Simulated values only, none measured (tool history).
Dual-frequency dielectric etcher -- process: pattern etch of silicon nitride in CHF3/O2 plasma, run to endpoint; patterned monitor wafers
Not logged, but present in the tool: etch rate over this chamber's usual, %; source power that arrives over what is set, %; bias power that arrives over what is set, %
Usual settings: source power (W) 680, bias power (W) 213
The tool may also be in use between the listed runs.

run	hour	source power (W)	bias power (W)	wafers since the last listed run	hours since the last wet clean	hours since the last source power generator calibration	hours since the last bias power generator calibration	hours since the last upper electrode change	incoming incoming film thickness, nm	endpoint time (s)
1	0.0	680	213	0	262.3	5340.9	3373.7	2617.3	106.1	59.9
2	9.0	680	213	85	271.3	5349.9	3382.7	2626.3	107.1	61.3
3	18.4	680	213	89	280.7	5359.3	3392.1	2635.7	106.1	60.0
4	29.1	680	213	102	291.4	5370.0	3402.8	2646.4	106.3	60.3
5	44.9	600	213	150	307.2	5385.8	3418.6	2662.2	106.3	65.1
6	56.8	600	213	113	319.1	5397.7	3430.5	2674.1	105.8	64.5
7	64.3	680	213	71	326.6	5405.2	3438.0	2681.6	106.4	61.0
8	75.2	680	213	104	337.5	5416.1	3448.9	2692.5	106.9	61.2
9	87.6	680	213	118	349.9	5428.5	3461.3	2704.9	106.9	59.1
10	105.4	680	213	169	367.7	5446.3	3479.1	2722.7	106.5	61.0
# hour 136.5: wet clean of the chamber
11	137.0	680	213	72	0.5	5477.9	3510.7	2754.3	105.8	61.8
12	137.4	680	213	3	0.9	5478.3	3511.1	2754.7	105.7	61.8
13	145.2	680	213	74	8.7	5486.1	3518.9	2762.5	106.6	61.2
# hour 170.0: bias power generator calibrated
# hour 195.0: upper electrode replaced, of another model than before
14	195.5	540	260	212	59.0	5536.4	25.5	0.5	106.7	69.6
15	195.8	680	213	2	59.3	5536.7	25.8	0.8	106.7	62.0
16	196.2	680	213	3	59.7	5537.1	26.2	1.2	105.8	61.1
17	214.2	580	262	171	77.7	5555.1	44.2	19.2	107.3	64.6
# hour 220.6: source power generator calibrated
18	231.4	770	231	126	94.9	10.8	61.4	36.4	106.1	53.2
19	248.8	760	182	166	112.3	28.2	78.8	53.8	106.6	61.7
20	266.9	770	213	172	130.4	46.3	96.9	71.9	106.8	55.6
21	281.2	510	260	136	144.7	60.6	111.2	86.2	107.4	74.4
22	292.2	830	213	105	155.7	71.6	122.2	97.2	107.0	53.3
23	300.9	680	199	83	164.4	80.3	130.9	105.9	107.3	63.5
24	346.0	610	197	430	209.5	125.4	176.0	151.0	105.9	69.1

Take each entry between the runs: how does the hidden state at the last listed run before it differ from the hidden state at the first listed run after it?
In the gap between runs 10 and 11: wet clean of the chamber (hour 136.5)
  etch rate over this chamber's usual, %: 3.63 -> 0.0588
  the result without the hidden state subtracted from the measured one, endpoint time (s): -2.3 -> +0.0
In the gap between runs 13 and 14: bias power generator calibrated (hour 170.0); upper electrode replaced, of another model than before (hour 195.0)
  etch rate over this chamber's usual, %: 0.155 -> 0.743
  the result without the hidden state subtracted from the measured one, endpoint time (s): -0.1 -> -0.5
In the gap between runs 17 and 18: source power generator calibrated (hour 220.6)
  etch rate over this chamber's usual, %: 0.962 -> 1.16
  the result without the hidden state subtracted from the measured one, endpoint time (s): -0.6 -> -0.6
